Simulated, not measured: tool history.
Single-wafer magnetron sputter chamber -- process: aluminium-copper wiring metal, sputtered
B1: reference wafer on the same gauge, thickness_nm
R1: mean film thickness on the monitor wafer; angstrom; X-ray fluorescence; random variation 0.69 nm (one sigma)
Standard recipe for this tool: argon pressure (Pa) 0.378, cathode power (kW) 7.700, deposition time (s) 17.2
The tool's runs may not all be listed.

run 1 hour=0.0 | argon_pressure_(Pa)=0.378 cathode_power_(kW)=7.700 deposition_time_(s)=17.2 | B1=263.131 | R1=2252.89
run 2 hour=43.0 | argon_pressure_(Pa)=0.378 cathode_power_(kW)=7.700 deposition_time_(s)=15.7 | B1=263.153 | R1=2057.07
run 3 hour=113.8 | argon_pressure_(Pa)=0.378 cathode_power_(kW)=7.700 deposition_time_(s)=15.7 | B1=262.985 | R1=2056.05
run 4 hour=159.8 | argon_pressure_(Pa)=0.378 cathode_power_(kW)=7.700 deposition_time_(s)=17.2 | B1=263.182 | R1=2255.11
run 5 hour=185.7 | argon_pressure_(Pa)=0.378 cathode_power_(kW)=7.700 deposition_time_(s)=17.2 | B1=262.683 | R1=2259.78
run 6 hour=257.0 | argon_pressure_(Pa)=0.378 cathode_power_(kW)=7.700 deposition_time_(s)=17.2 | B1=262.958 | R1=2250.37
run 7 hour=296.7 | argon_pressure_(Pa)=0.378 cathode_power_(kW)=7.700 deposition_time_(s)=17.2 | B1=263.006 | R1=2254.35
run 8 hour=348.2 | argon_pressure_(Pa)=0.378 cathode_power_(kW)=7.700 deposition_time_(s)=17.2 | B1=263.108 | R1=2242.03
run 9 hour=381.7 | argon_pressure_(Pa)=0.378 cathode_power_(kW)=7.700 deposition_time_(s)=17.2 | B1=262.963 | R1=2246.67
run 10 hour=440.7 | argon_pressure_(Pa)=0.378 cathode_power_(kW)=7.700 deposition_time_(s)=17.2 | B1=262.973 | R1=2253.67
run 11 hour=527.0 | argon_pressure_(Pa)=0.378 cathode_power_(kW)=7.700 deposition_time_(s)=17.2 | B1=262.945 | R1=2246.83
run 12 hour=578.1 | argon_pressure_(Pa)=0.378 cathode_power_(kW)=7.700 deposition_time_(s)=14.5 | B1=262.989 | R1=1889.48
run 13 hour=635.8 | argon_pressure_(Pa)=0.378 cathode_power_(kW)=8.600 deposition_time_(s)=15.7 | B1=262.793 | R1=2295.10
run 14 hour=683.7 | argon_pressure_(Pa)=0.378 cathode_power_(kW)=8.300 deposition_time_(s)=17.2 | B1=262.981 | R1=2425.94
run 15 hour=853.6 | argon_pressure_(Pa)=0.378 cathode_power_(kW)=8.300 deposition_time_(s)=17.2 | B1=262.765 | R1=2420.73
run 16 hour=918.2 | argon_pressure_(Pa)=0.378 cathode_power_(kW)=7.700 deposition_time_(s)=17.2 | B1=263.052 | R1=2252.90
run 17 hour=987.8 | argon_pressure_(Pa)=0.509 cathode_power_(kW)=7.700 deposition_time_(s)=15.6 | B1=263.103 | R1=1943.66
run 18 hour=1155.4 | argon_pressure_(Pa)=0.477 cathode_power_(kW)=7.700 deposition_time_(s)=14.1 | B1=262.963 | R1=1779.63
run 19 hour=1229.7 | argon_pressure_(Pa)=0.378 cathode_power_(kW)=7.700 deposition_time_(s)=17.2 | B1=263.217 | R1=2254.24
run 20 hour=1276.2 | argon_pressure_(Pa)=0.256 cathode_power_(kW)=9.250 deposition_time_(s)=19.8 | B1=262.743 | R1=3245.29
run 21 hour=1338.9 | argon_pressure_(Pa)=0.378 cathode_power_(kW)=7.700 deposition_time_(s)=17.2 | B1=262.974 | R1=2246.00
run 22 hour=1401.7 | argon_pressure_(Pa)=0.378 cathode_power_(kW)=7.700 deposition_time_(s)=17.2 | B1=263.107 | R1=2259.10
run 23 hour=1434.7 | argon_pressure_(Pa)=0.260 cathode_power_(kW)=5.800 deposition_time_(s)=18.6 | B1=263.076 | R1=1896.91
run 24 hour=1505.3 | argon_pressure_(Pa)=0.378 cathode_power_(kW)=5.850 deposition_time_(s)=14.0 | B1=262.896 | R1=1396.16
run 25 hour=1564.9 | argon_pressure_(Pa)=0.378 cathode_power_(kW)=7.700 deposition_time_(s)=17.2 | B1=262.751 | R1=2253.82
run 26 hour=1682.4 | argon_pressure_(Pa)=0.452 cathode_power_(kW)=8.400 deposition_time_(s)=17.2 | B1=262.938 | R1=2401.99
run 27 hour=1730.9 | argon_pressure_(Pa)=0.378 cathode_power_(kW)=7.700 deposition_time_(s)=17.2 | B1=263.059 | R1=2255.77
run 28 hour=1768.1 | argon_pressure_(Pa)=0.378 cathode_power_(kW)=7.700 deposition_time_(s)=17.2 | B1=263.047 | R1=2256.19
run 29 hour=1831.2 | argon_pressure_(Pa)=0.378 cathode_power_(kW)=7.700 deposition_time_(s)=17.2 | B1=263.196 | R1=2252.91
run 30 hour=1880.1 | argon_pressure_(Pa)=0.469 cathode_power_(kW)=8.400 deposition_time_(s)=17.2 | B1=262.973 | R1=2363.98
run 31 hour=1946.8 | argon_pressure_(Pa)=0.306 cathode_power_(kW)=5.900 deposition_time_(s)=17.2 | B1=262.761 | R1=1758.77
run 32 hour=1999.9 | argon_pressure_(Pa)=0.306 cathode_power_(kW)=9.600 deposition_time_(s)=20.6 | B1=262.712 | R1=3437.92
run 33 hour=2031.5 | argon_pressure_(Pa)=0.485 cathode_power_(kW)=7.700 deposition_time_(s)=15.5 | B1=262.780 | R1=1955.57

Not shown here: 9 entries made in the log between runs. Locate each between two listed runs and compare the hidden state at the listed run before it with the hidden state at the listed run after it:
Run 2 -> run 3: sputter target and shields replaced (hour 113.3)
  nothing in the hidden state changes from one run to the other
Run 11 -> run 12: sputter target and shields replaced (hour 546.8)
  nothing in the hidden state changes from one run to the other
Run 13 -> run 14: gauge calibrated (hour 677.7)
  nothing in the hidden state changes from one run to the other
Run 16 -> run 17: sputter target and shields replaced (hour 985.3)
  nothing in the hidden state changes from one run to the other
Run 18 -> run 19: capacitance manometer re-zeroed and calibrated (hour 1166.4); magnet pack replaced (hour 1229.2)
  nothing in the hidden state changes from one run to the other
Run 21 -> run 22: sputter target and shields replaced (hour 1365.0)
  nothing in the hidden state changes from one run to the other
Run 28 -> run 29: sputter target and shields replaced (hour 1822.8)
  nothing in the hidden state changes from one run to the other
Run 31 -> run 32: gauge calibrated (hour 1987.1)
  nothing in the hidden state changes from one run to the other
